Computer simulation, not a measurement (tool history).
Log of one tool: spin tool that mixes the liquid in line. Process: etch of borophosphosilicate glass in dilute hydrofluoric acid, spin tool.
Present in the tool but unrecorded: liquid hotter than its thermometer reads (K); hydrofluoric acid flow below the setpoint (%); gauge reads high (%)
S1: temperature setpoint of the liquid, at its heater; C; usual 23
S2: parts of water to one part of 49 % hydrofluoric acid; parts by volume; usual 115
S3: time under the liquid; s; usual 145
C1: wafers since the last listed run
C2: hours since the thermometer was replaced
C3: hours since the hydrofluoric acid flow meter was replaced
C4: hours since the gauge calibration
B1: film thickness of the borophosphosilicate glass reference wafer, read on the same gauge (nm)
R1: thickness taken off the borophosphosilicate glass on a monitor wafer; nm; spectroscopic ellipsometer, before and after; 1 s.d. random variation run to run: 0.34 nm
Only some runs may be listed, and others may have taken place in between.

| run | day | S1 | S2 | S3 | C1 | C2 | C3 | C4 | B1 | R1 |
|---|---|---|---|---|---|---|---|---|---|---|
| 1 | 0 | 23 | 115 | 145 | 0 | 411 | 1623.2 | 410.8 | 49.96 | 50.44 |
| 2 | 1.317 | 23 | 115 | 145 | 360 | 442.6 | 1654.8 | 442.4 | 49.99 | 50.47 |
| 3 | 2.071 | 23 | 115 | 145 | 206 | 460.7 | 1672.9 | 460.5 | 50.02 | 50.02 |
| 4 | 2.767 | 25 | 115 | 110 | 190 | 477.4 | 1689.6 | 477.2 | 50 | 41.44 |
| 5 | 3.958 | 25 | 115 | 110 | 326 | 506 | 1718.2 | 505.8 | 49.99 | 41.72 |
| 6 | 4.904 | 20.5 | 115 | 170 | 258 | 528.7 | 1740.9 | 528.5 | 50.01 | 53.7 |
| 7 | 6.012 | 23 | 115 | 145 | 303 | 555.3 | 1767.5 | 555.1 | 50.01 | 51.03 |
| 8 | 6.546 | 21 | 155 | 70 | 146 | 568.1 | 1780.3 | 567.9 | 49.98 | 16 |
| 9 | 7.612 | 23 | 115 | 145 | 292 | 593.7 | 1805.9 | 593.5 | 49.97 | 50.47 |
| 10 | 8.471 | 23 | 115 | 145 | 234 | 614.3 | 1826.5 | 614.1 | 50 | 50.88 |
| 11 | 9.254 | 23 | 175 | 185 | 214 | 633.1 | 1845.3 | 632.9 | 50.02 | 39.75 |
| 12 | 9.942 | 23 | 145 | 190 | 188 | 649.6 | 1861.8 | 649.4 | 49.98 | 50.78 |
| 13 | 11.083 | 23 | 90 | 230 | 312 | 677 | 1889.2 | 676.8 | 49.98 | 107.23 |
|  | 11.425 | hydrofluoric acid flow meter replaced |
| 14 | 11.733 | 23 | 140 | 145 | 166 | 692.6 | 7.4 | 692.4 | 50 | 40.66 |
| 15 | 12.392 | 23 | 115 | 100 | 180 | 708.4 | 23.2 | 708.2 | 50.01 | 34.99 |
|  | 12.592 | gauge calibrated |
| 16 | 13.75 | 19.5 | 115 | 185 | 371 | 741 | 55.8 | 27.8 | 50.02 | 57.11 |
| 17 | 14.612 | 20 | 160 | 180 | 236 | 761.7 | 76.5 | 48.5 | 50 | 38.84 |
| 18 | 16.008 | 19 | 85 | 65 | 382 | 795.2 | 110 | 82 | 49.99 | 27.57 |
| 19 | 16.688 | 25.5 | 115 | 220 | 185 | 811.5 | 126.3 | 98.3 | 50 | 85.87 |
|  | 16.862 | thermometer replaced |
| 20 | 19.533 | 23 | 115 | 120 | 767 | 64.1 | 194.6 | 166.6 | 50.01 | 40.16 |
| 21 | 20.983 | 23 | 115 | 205 | 396 | 98.9 | 229.4 | 201.4 | 50.02 | 69.38 |
| 22 | 22.204 | 18 | 115 | 145 | 334 | 128.2 | 258.7 | 230.7 | 49.99 | 40.12 |
| 23 | 23.396 | 23 | 115 | 145 | 326 | 156.8 | 287.3 | 259.3 | 50.03 | 49.38 |
| 24 | 24.608 | 18 | 65 | 200 | 331 | 185.9 | 316.4 | 288.4 | 50 | 104.42 |

Run 25 has not been measured yet. What should we expect?
| 25 | 27.638 | 23 | 145 | 145 | 829 | 258.6 | 389.1 | 361.1 | ? | ? |

Run 25 yielded B1 49.99, R1 37.99 nm.
Had the tool carried no hidden state, the very same run would have given R1 37.3 nm.

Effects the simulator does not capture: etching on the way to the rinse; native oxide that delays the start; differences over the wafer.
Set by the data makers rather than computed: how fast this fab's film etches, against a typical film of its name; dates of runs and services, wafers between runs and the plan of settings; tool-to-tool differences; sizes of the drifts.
